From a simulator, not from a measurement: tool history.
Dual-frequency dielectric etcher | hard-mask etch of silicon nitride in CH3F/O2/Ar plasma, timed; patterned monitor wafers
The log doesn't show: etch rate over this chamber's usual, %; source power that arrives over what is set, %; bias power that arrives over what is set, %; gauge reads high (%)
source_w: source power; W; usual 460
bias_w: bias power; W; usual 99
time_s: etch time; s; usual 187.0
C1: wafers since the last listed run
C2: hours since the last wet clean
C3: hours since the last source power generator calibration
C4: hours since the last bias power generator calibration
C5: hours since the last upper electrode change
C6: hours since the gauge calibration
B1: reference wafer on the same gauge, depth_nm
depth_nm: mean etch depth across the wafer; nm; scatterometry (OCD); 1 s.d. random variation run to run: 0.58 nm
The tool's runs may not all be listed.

run 1 day=0.000 | source_w=460 bias_w=99 time_s=187.0 | C1=0 C2=674.1 C3=124.0 C4=2221.6 C5=3011.5 C6=1438.6 | B1=176.1 | depth_nm=146.5
-- day=2.188 wet clean of the chamber
run 2 day=2.208 | source_w=460 bias_w=99 time_s=187.0 | C1=216 C2=0.5 C3=177.0 C4=2274.6 C5=3064.5 C6=1491.6 | B1=176.1 | depth_nm=150.2
run 3 day=11.846 | source_w=460 bias_w=99 time_s=187.0 | C1=1728 C2=231.8 C3=408.3 C4=2505.9 C5=3295.8 C6=1722.9 | B1=176.2 | depth_nm=149.4
run 4 day=14.504 | source_w=460 bias_w=99 time_s=187.0 | C1=476 C2=295.6 C3=472.1 C4=2569.7 C5=3359.6 C6=1786.7 | B1=175.7 | depth_nm=149.4
run 5 day=18.304 | source_w=460 bias_w=99 time_s=187.0 | C1=681 C2=386.8 C3=563.3 C4=2660.9 C5=3450.8 C6=1877.9 | B1=175.9 | depth_nm=147.4
run 6 day=20.138 | source_w=460 bias_w=106 time_s=187.0 | C1=328 C2=430.8 C3=607.3 C4=2704.9 C5=3494.8 C6=1921.9 | B1=175.8 | depth_nm=151.1
run 7 day=21.758 | source_w=460 bias_w=99 time_s=161.0 | C1=290 C2=469.7 C3=646.2 C4=2743.8 C5=3533.7 C6=1960.8 | B1=175.8 | depth_nm=126.8
run 8 day=24.992 | source_w=510 bias_w=99 time_s=206.0 | C1=579 C2=547.3 C3=723.8 C4=2821.4 C5=3611.3 C6=2038.4 | B1=176.2 | depth_nm=168.1
-- day=27.742 gauge calibrated
run 9 day=28.842 | source_w=510 bias_w=116 time_s=187.0 | C1=690 C2=639.7 C3=816.2 C4=2913.8 C5=3703.7 C6=26.4 | B1=175.9 | depth_nm=161.6
-- day=30.596 wet clean of the chamber
run 10 day=31.750 | source_w=350 bias_w=110 time_s=207.5 | C1=342 C2=27.7 C3=886.0 C4=2983.6 C5=3773.5 C6=96.2 | B1=175.8 | depth_nm=158.3
run 11 day=34.804 | source_w=500 bias_w=92 time_s=159.5 | C1=547 C2=101.0 C3=959.3 C4=3056.9 C5=3846.8 C6=169.5 | B1=176.0 | depth_nm=129.2
run 12 day=36.529 | source_w=460 bias_w=99 time_s=187.0 | C1=309 C2=142.4 C3=1000.7 C4=3098.3 C5=3888.2 C6=210.9 | B1=175.9 | depth_nm=150.1
-- day=38.104 bias power generator calibrated
run 13 day=39.004 | source_w=510 bias_w=99 time_s=207.0 | C1=413 C2=201.8 C3=1060.1 C4=21.6 C5=3947.6 C6=270.3 | B1=176.0 | depth_nm=176.7
-- day=41.838 upper electrode replaced
run 14 day=41.858 | source_w=460 bias_w=99 time_s=187.0 | C1=332 C2=270.3 C3=1128.6 C4=90.1 C5=0.5 C6=338.8 | B1=176.1 | depth_nm=152.9
run 15 day=44.725 | source_w=460 bias_w=99 time_s=187.0 | C1=514 C2=339.1 C3=1197.4 C4=158.9 C5=69.3 C6=407.6 | B1=175.7 | depth_nm=151.6
run 16 day=49.221 | source_w=550 bias_w=81 time_s=223.0 | C1=806 C2=447.0 C3=1305.3 C4=266.8 C5=177.2 C6=515.5 | B1=175.7 | depth_nm=179.0
run 17 day=51.504 | source_w=420 bias_w=111 time_s=187.0 | C1=409 C2=501.8 C3=1360.1 C4=321.6 C5=232.0 C6=570.3 | B1=175.9 | depth_nm=152.5
run 18 day=54.712 | source_w=460 bias_w=99 time_s=187.0 | C1=575 C2=578.8 C3=1437.1 C4=398.6 C5=309.0 C6=647.3 | B1=176.3 | depth_nm=150.3
run 19 day=58.525 | source_w=410 bias_w=111 time_s=187.0 | C1=683 C2=670.3 C3=1528.6 C4=490.1 C5=400.5 C6=738.8 | B1=176.2 | depth_nm=149.1
-- day=59.712 wet clean of the chamber
run 20 day=60.729 | source_w=460 bias_w=78 time_s=187.0 | C1=215 C2=24.4 C3=1581.5 C4=543.0 C5=453.4 C6=791.7 | B1=176.0 | depth_nm=140.3
run 21 day=64.188 | source_w=460 bias_w=99 time_s=172.0 | C1=620 C2=107.4 C3=1664.5 C4=626.0 C5=536.4 C6=874.7 | B1=175.6 | depth_nm=139.9
-- day=64.792 source power generator calibrated
run 22 day=66.833 | source_w=540 bias_w=99 time_s=166.5 | C1=444 C2=170.9 C3=49.0 C4=689.5 C5=599.9 C6=938.2 | B1=176.1 | depth_nm=142.9
run 23 day=70.042 | source_w=510 bias_w=99 time_s=169.5 | C1=575 C2=247.9 C3=126.0 C4=766.5 C5=676.9 C6=1015.2 | B1=176.0 | depth_nm=141.7
run 24 day=71.571 | source_w=520 bias_w=109 time_s=210.0 | C1=274 C2=284.6 C3=162.7 C4=803.2 C5=713.6 C6=1051.9 | B1=176.0 | depth_nm=183.6
run 25 day=75.367 | source_w=460 bias_w=99 time_s=187.0 | C1=680 C2=375.7 C3=253.8 C4=894.3 C5=804.7 C6=1143.0 | B1=176.0 | depth_nm=151.0
run 26 day=78.812 | source_w=460 bias_w=118 time_s=148.5 | C1=617 C2=458.4 C3=336.5 C4=977.0 C5=887.4 C6=1225.7 | B1=176.3 | depth_nm=127.0
run 27 day=83.196 | source_w=540 bias_w=99 time_s=187.0 | C1=786 C2=563.6 C3=441.7 C4=1082.2 C5=992.6 C6=1330.9 | B1=176.0 | depth_nm=157.0
-- day=85.033 wet clean of the chamber
run 28 day=87.308 | source_w=460 bias_w=122 time_s=147.0 | C1=558 C2=54.6 C3=540.4 C4=1180.9 C5=1091.3 C6=1429.6 | B1=175.9 | depth_nm=129.7
run 29 day=91.271 | source_w=510 bias_w=85 time_s=157.5 | C1=710 C2=149.7 C3=635.5 C4=1276.0 C5=1186.4 C6=1524.7 | B1=176.0 | depth_nm=124.7
run 30 day=94.375 | source_w=560 bias_w=99 time_s=214.0 | C1=556 C2=224.2 C3=710.0 C4=1350.5 C5=1260.9 C6=1599.2 | B1=175.9 | depth_nm=184.7

Branching from run 30: 3 alternative next runs. What would each branch give?
run A day=94.396 | source_w=460 bias_w=99 time_s=187.0 | C1=3 C2=224.7 C3=710.5 C4=1351.0 C5=1261.4 C6=1599.7 | B1=? | depth_nm=?
run B day=94.396 | source_w=460 bias_w=120 time_s=201.5 | C1=3 C2=224.7 C3=710.5 C4=1351.0 C5=1261.4 C6=1599.7 | B1=? | depth_nm=?
run C day=94.396 | source_w=340 bias_w=107 time_s=164.0 | C1=3 C2=224.7 C3=710.5 C4=1351.0 C5=1261.4 C6=1599.7 | B1=? | depth_nm=?

run=A B1=175.9 depth_nm=150.2
run=B B1=175.9 depth_nm=173.8
run=C B1=175.9 depth_nm=121.6
Take away the tool's hidden state, keep each run's random variation, and the runs would have read:
run=A depth_nm=153.5
run=B depth_nm=177.8
run=C depth_nm=124.4
